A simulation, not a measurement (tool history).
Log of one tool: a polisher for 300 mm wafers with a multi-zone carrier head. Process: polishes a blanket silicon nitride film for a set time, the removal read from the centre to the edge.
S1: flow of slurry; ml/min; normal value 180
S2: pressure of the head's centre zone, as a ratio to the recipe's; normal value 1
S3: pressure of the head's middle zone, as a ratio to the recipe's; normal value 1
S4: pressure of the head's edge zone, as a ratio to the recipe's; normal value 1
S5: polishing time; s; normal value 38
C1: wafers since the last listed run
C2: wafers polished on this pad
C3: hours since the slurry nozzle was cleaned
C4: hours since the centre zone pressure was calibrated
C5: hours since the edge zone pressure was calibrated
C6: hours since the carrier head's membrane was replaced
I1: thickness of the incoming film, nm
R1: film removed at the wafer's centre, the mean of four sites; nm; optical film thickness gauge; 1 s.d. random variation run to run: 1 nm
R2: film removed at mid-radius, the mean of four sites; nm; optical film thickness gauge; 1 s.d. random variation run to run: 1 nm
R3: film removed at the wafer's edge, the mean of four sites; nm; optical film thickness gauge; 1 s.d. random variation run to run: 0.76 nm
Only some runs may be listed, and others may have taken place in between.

run	hour	S1	S2	S3	S4	S5	C1	C2	C3	C4	C5	C6	I1	R1	R2	R3
1	0	180	1	1	1	38	0	736	767.3	517.9	317.9	1071.8	675.4	97.2	97.3	100.2
2	12.3	180	1	1	0.95	38	156	893	779.6	530.2	330.2	1084.1	668	97	96.7	97.5
3	25.7	230	0.89	1	1	38	170	1064	793	543.6	343.6	1097.5	674.3	92.6	100.8	105.7
# hour 35.3: worn pad replaced by a new one
4	41.6	180	1	1	1	49	151	80	808.9	559.5	359.5	1113.4	682.9	121.8	123.7	129.2
5	48.9	180	1	1	1	38	93	173	816.2	566.8	366.8	1120.7	685.8	94.1	96	100
# hour 51.6: edge zone pressure recalibrated
# hour 53.5: slurry nozzle cleaned
# hour 55.4: centre zone pressure recalibrated
6	77.8	140	1	1.08	1.05	48	306	479	24.3	22.4	26.2	1149.6	682.1	130	137.6	134.8
7	85.4	180	1	1	0.89	38	96	576	31.9	30	33.8	1157.2	684.4	106.8	108.2	102.1
8	95.7	180	1	1	0.9	43	131	707	42.2	40.3	44.1	1167.5	672.3	120.5	122.4	117.8
9	112.4	180	0.94	1	1	38	212	920	58.9	57	60.8	1184.2	683.9	101.1	106	107.7
10	123.5	180	1	1	1	38	141	1062	70	68.1	71.9	1195.3	687.2	107	106.2	108.2
# hour 134.1: carrier head's membrane replaced by a new one, of another model than before
11	137.3	180	1	1	1.06	38	112	1174	83.8	81.9	85.7	3.2	678	107	108.2	109.3
# hour 149.2: worn pad replaced by a new one
12	149.7	180	1	1	0.92	38	107	6	96.2	94.3	98.1	15.6	690.8	106.2	106	104.2
13	152.9	180	0.94	1	1	38	40	46	99.4	97.5	101.3	18.8	680.4	102.8	106.4	107
14	170.3	245	1	1	1	38	221	268	116.8	114.9	118.7	36.2	691	113.5	111.8	109.8
15	184.3	180	1	1	1	38	178	447	130.8	128.9	132.7	50.2	680.7	103.9	105.7	106.2
16	201.8	180	1	1	1	38	223	670	148.3	146.4	150.2	67.7	679.9	106.7	104.5	107
17	213.7	180	1.11	1	1	38	151	822	160.2	158.3	162.1	79.6	673.3	110.8	105.5	105.6
18	230.5	180	1.11	1	0.93	38	214	1036	177	175.1	178.9	96.4	684.2	111.5	102.9	103.4
19	236.5	180	1	1.1	1	38	76	1112	183	181.1	184.9	102.4	693.8	103.4	121.3	104.9
# hour 245: worn pad replaced by a new one
20	249.1	180	0.94	1.08	0.94	28	109	52	195.6	193.7	197.5	115	684.9	74.4	85.7	75.6
21	273.2	180	1	1	1	38	307	359	219.7	217.8	221.6	139.1	684	103	103.9	106.8

Branching from run 21: 5 alternative next runs. What would each branch give?
A	273.6	180	1	1	1	44	5	364	220.1	218.2	222	139.5	666.2	?	?	?
B	273.6	210	1	1	1.03	43	5	364	220.1	218.2	222	139.5	666.2	?	?	?
C	273.6	240	0.97	1	1	38	5	364	220.1	218.2	222	139.5	666.2	?	?	?
D	273.6	180	0.94	1.06	1	38	5	364	220.1	218.2	222	139.5	666.2	?	?	?
E	273.6	155	1.09	1	1	48	5	364	220.1	218.2	222	139.5	666.2	?	?	?

run	R1	R2	R3
A	120.9	120.6	120.7
B	122.5	121.7	122
C	109.1	110.2	108.5
D	100.6	113.3	104.1
E	133.6	126.8	128.2
What these runs would have given with no unlogged condition in the tool:
run	R1	R2	R3
A	127.7	126.7	125
B	128.3	126.9	125.8
C	113.6	114.2	111.4
D	106.2	119	107.8
E	142.5	134.2	133.5
